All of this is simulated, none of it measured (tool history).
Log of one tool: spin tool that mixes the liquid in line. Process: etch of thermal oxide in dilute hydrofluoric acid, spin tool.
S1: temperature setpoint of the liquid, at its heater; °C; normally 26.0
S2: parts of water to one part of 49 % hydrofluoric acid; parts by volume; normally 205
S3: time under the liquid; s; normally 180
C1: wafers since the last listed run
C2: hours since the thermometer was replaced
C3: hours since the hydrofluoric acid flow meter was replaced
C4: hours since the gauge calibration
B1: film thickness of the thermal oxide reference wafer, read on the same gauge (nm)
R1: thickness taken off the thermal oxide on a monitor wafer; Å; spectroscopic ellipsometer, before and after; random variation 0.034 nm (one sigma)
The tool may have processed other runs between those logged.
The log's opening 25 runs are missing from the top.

run 26 hour=1676.5 | S1=24.5 S2=250 S3=225 | C1=437 C2=451.8 C3=325.4 C4=208.1 | B1=149.985 | R1=39.99
run 27 hour=1729.8 | S1=26.0 S2=205 S3=180 | C1=348 C2=505.1 C3=378.7 C4=261.4 | B1=149.999 | R1=43.39
run 28 hour=1760.5 | S1=26.0 S2=205 S3=180 | C1=200 C2=535.8 C3=409.4 C4=292.1 | B1=150.013 | R1=42.91
run 29 hour=1800.1 | S1=26.0 S2=205 S3=245 | C1=259 C2=575.4 C3=449.0 C4=331.7 | B1=149.988 | R1=58.70
-- hour=1982.2 hydrofluoric acid flow meter replaced
run 30 hour=2007.8 | S1=26.0 S2=205 S3=140 | C1=1352 C2=783.1 C3=25.6 C4=539.4 | B1=149.985 | R1=33.48
run 31 hour=2038.9 | S1=30.5 S2=160 S3=225 | C1=203 C2=814.2 C3=56.7 C4=570.5 | B1=150.030 | R1=85.30
run 32 hour=2089.2 | S1=26.0 S2=205 S3=180 | C1=329 C2=864.5 C3=107.0 C4=620.8 | B1=150.017 | R1=43.23
run 33 hour=2131.0 | S1=26.0 S2=205 S3=180 | C1=273 C2=906.3 C3=148.8 C4=662.6 | B1=150.003 | R1=43.26
run 34 hour=2186.3 | S1=26.0 S2=205 S3=180 | C1=361 C2=961.6 C3=204.1 C4=717.9 | B1=149.991 | R1=43.31

Here are 3 independent what-if runs from the current tool condition. What would each one return?
run A hour=2186.8 | S1=26.0 S2=205 S3=180 | C1=3 C2=962.1 C3=204.6 C4=718.4 | B1=? | R1=?
run B hour=2186.8 | S1=21.5 S2=235 S3=265 | C1=3 C2=962.1 C3=204.6 C4=718.4 | B1=? | R1=?
run C hour=2186.8 | S1=26.0 S2=145 S3=180 | C1=3 C2=962.1 C3=204.6 C4=718.4 | B1=? | R1=?

run=A B1=149.962 R1=43.71
run=B B1=149.962 R1=46.17
run=C B1=149.962 R1=66.32
With the hidden condition removed and each run's random variation left untouched, the same runs would have given:
run=A R1=42.75
run=B R1=45.13
run=C R1=64.79

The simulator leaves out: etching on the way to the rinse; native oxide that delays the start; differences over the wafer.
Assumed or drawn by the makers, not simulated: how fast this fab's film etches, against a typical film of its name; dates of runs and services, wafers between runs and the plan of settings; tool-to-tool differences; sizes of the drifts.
